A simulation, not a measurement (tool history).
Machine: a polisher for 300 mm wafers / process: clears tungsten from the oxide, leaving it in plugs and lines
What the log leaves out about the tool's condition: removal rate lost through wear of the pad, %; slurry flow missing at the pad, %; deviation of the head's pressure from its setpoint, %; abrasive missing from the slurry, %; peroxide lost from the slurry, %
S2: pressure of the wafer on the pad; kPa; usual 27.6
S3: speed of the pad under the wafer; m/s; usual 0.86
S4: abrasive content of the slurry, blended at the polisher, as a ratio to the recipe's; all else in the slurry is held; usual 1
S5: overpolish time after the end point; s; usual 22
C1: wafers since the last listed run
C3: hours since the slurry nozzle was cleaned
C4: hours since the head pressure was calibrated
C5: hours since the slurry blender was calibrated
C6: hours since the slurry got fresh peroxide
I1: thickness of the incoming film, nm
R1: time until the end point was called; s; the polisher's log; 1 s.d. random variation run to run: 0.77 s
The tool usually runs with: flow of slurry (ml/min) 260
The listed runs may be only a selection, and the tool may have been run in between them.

{"run": 1, "hour": 0.0, "flow of slurry (ml/min)": 260, "S2": 35.2, "S3": 0.86, "S4": 1, "S5": 22, "C1": 0, "wafers polished on this pad": 4472, "C3": 591.8, "C4": 450.7, "C5": 217.6, "C6": 306.3, "I1": 401.7, "R1": 63.2}
{"hour": 43.4, "done": "worn pad replaced by a new one"}
{"run": 2, "hour": 43.9, "flow of slurry (ml/min)": 200, "S2": 27.6, "S3": 0.86, "S4": 1, "S5": 22, "C1": 477, "wafers polished on this pad": 5, "C3": 635.7, "C4": 494.6, "C5": 261.5, "C6": 350.2, "I1": 394.3, "R1": 78.5}
{"hour": 66.7, "done": "slurry tank refilled with fresh slurry and peroxide"}
{"run": 3, "hour": 78.0, "flow of slurry (ml/min)": 200, "S2": 27.6, "S3": 0.86, "S4": 1, "S5": 22, "C1": 395, "wafers polished on this pad": 401, "C3": 669.8, "C4": 528.7, "C5": 295.6, "C6": 11.3, "I1": 393.4, "R1": 77.5}
{"run": 4, "hour": 132.4, "flow of slurry (ml/min)": 260, "S2": 22.1, "S3": 0.86, "S4": 1, "S5": 22, "C1": 650, "wafers polished on this pad": 1051, "C3": 724.2, "C4": 583.1, "C5": 350, "C6": 65.7, "I1": 397.1, "R1": 88.3}
{"run": 5, "hour": 200.0, "flow of slurry (ml/min)": 260, "S2": 22.1, "S3": 0.86, "S4": 1, "S5": 22, "C1": 808, "wafers polished on this pad": 1860, "C3": 791.8, "C4": 650.7, "C5": 417.6, "C6": 133.3, "I1": 405.7, "R1": 89.5}
{"hour": 238.5, "done": "slurry blender recalibrated"}
{"run": 6, "hour": 244.8, "flow of slurry (ml/min)": 260, "S2": 19.3, "S3": 0.68, "S4": 1, "S5": 22, "C1": 511, "wafers polished on this pad": 2371, "C3": 836.6, "C4": 695.5, "C5": 6.3, "C6": 178.1, "I1": 402.1, "R1": 117.3}
{"hour": 256.3, "done": "slurry nozzle cleaned"}
{"run": 7, "hour": 290.8, "flow of slurry (ml/min)": 260, "S2": 27.6, "S3": 0.86, "S4": 1, "S5": 22, "C1": 538, "wafers polished on this pad": 2910, "C3": 34.5, "C4": 741.5, "C5": 52.3, "C6": 224.1, "I1": 399.7, "R1": 75.9}
{"hour": 423.7, "done": "worn pad replaced by a new one"}
{"run": 8, "hour": 468.0, "flow of slurry (ml/min)": 320, "S2": 27.6, "S3": 0.86, "S4": 1, "S5": 22, "C1": 2071, "wafers polished on this pad": 529, "C3": 211.7, "C4": 918.7, "C5": 229.5, "C6": 401.3, "I1": 394.8, "R1": 72.1}
{"run": 9, "hour": 503.9, "flow of slurry (ml/min)": 310, "S2": 31, "S3": 0.86, "S4": 1.15, "S5": 32, "C1": 429, "wafers polished on this pad": 958, "C3": 247.6, "C4": 954.6, "C5": 265.4, "C6": 437.2, "I1": 400.1, "R1": 63.8}
{"hour": 515.8, "done": "slurry tank refilled with fresh slurry and peroxide"}
{"run": 10, "hour": 555.0, "flow of slurry (ml/min)": 260, "S2": 20, "S3": 0.86, "S4": 1, "S5": 22, "C1": 599, "wafers polished on this pad": 1557, "C3": 298.7, "C4": 1005.7, "C5": 316.5, "C6": 39.2, "I1": 396.8, "R1": 93.7}
{"run": 11, "hour": 591.1, "flow of slurry (ml/min)": 260, "S2": 27.6, "S3": 0.86, "S4": 1, "S5": 22, "C1": 431, "wafers polished on this pad": 1989, "C3": 334.8, "C4": 1041.8, "C5": 352.6, "C6": 75.3, "I1": 395.6, "R1": 74.2}
{"hour": 614.6, "done": "slurry blender recalibrated"}
{"run": 12, "hour": 625.6, "flow of slurry (ml/min)": 260, "S2": 27.6, "S3": 0.86, "S4": 1, "S5": 22, "C1": 388, "wafers polished on this pad": 2377, "C3": 369.3, "C4": 1076.3, "C5": 11, "C6": 109.8, "I1": 400.5, "R1": 75.3}
{"run": 13, "hour": 656.5, "flow of slurry (ml/min)": 330, "S2": 17.9, "S3": 0.86, "S4": 1, "S5": 22, "C1": 369, "wafers polished on this pad": 2747, "C3": 400.2, "C4": 1107.2, "C5": 41.9, "C6": 140.7, "I1": 398.9, "R1": 100.7}
{"run": 14, "hour": 706.1, "flow of slurry (ml/min)": 295, "S2": 24.1, "S3": 0.86, "S4": 1, "S5": 22, "C1": 593, "wafers polished on this pad": 3340, "C3": 449.8, "C4": 1156.8, "C5": 91.5, "C6": 190.3, "I1": 393.3, "R1": 80}
{"run": 15, "hour": 733.9, "flow of slurry (ml/min)": 260, "S2": 24.8, "S3": 0.86, "S4": 1.15, "S5": 22, "C1": 332, "wafers polished on this pad": 3673, "C3": 477.6, "C4": 1184.6, "C5": 119.3, "C6": 218.1, "I1": 398.4, "R1": 77.2}
{"run": 16, "hour": 767.3, "flow of slurry (ml/min)": 260, "S2": 31.7, "S3": 0.86, "S4": 1.25, "S5": 22, "C1": 399, "wafers polished on this pad": 4072, "C3": 511, "C4": 1218, "C5": 152.7, "C6": 251.5, "I1": 400.1, "R1": 62.3}

What will run 17 give?
{"run": 17, "hour": 800.0, "flow of slurry (ml/min)": 260, "S2": 27.6, "S3": 0.86, "S4": 1, "S5": 22, "C1": 391, "wafers polished on this pad": 4463, "C3": 543.7, "C4": 1250.7, "C5": 185.4, "C6": 284.2, "I1": 401.5, "R1": "?"}

{"run 17": {"R1": 74.4}}
The same run, on a tool lacking any hidden state, would have yielded R1 82.4 s.

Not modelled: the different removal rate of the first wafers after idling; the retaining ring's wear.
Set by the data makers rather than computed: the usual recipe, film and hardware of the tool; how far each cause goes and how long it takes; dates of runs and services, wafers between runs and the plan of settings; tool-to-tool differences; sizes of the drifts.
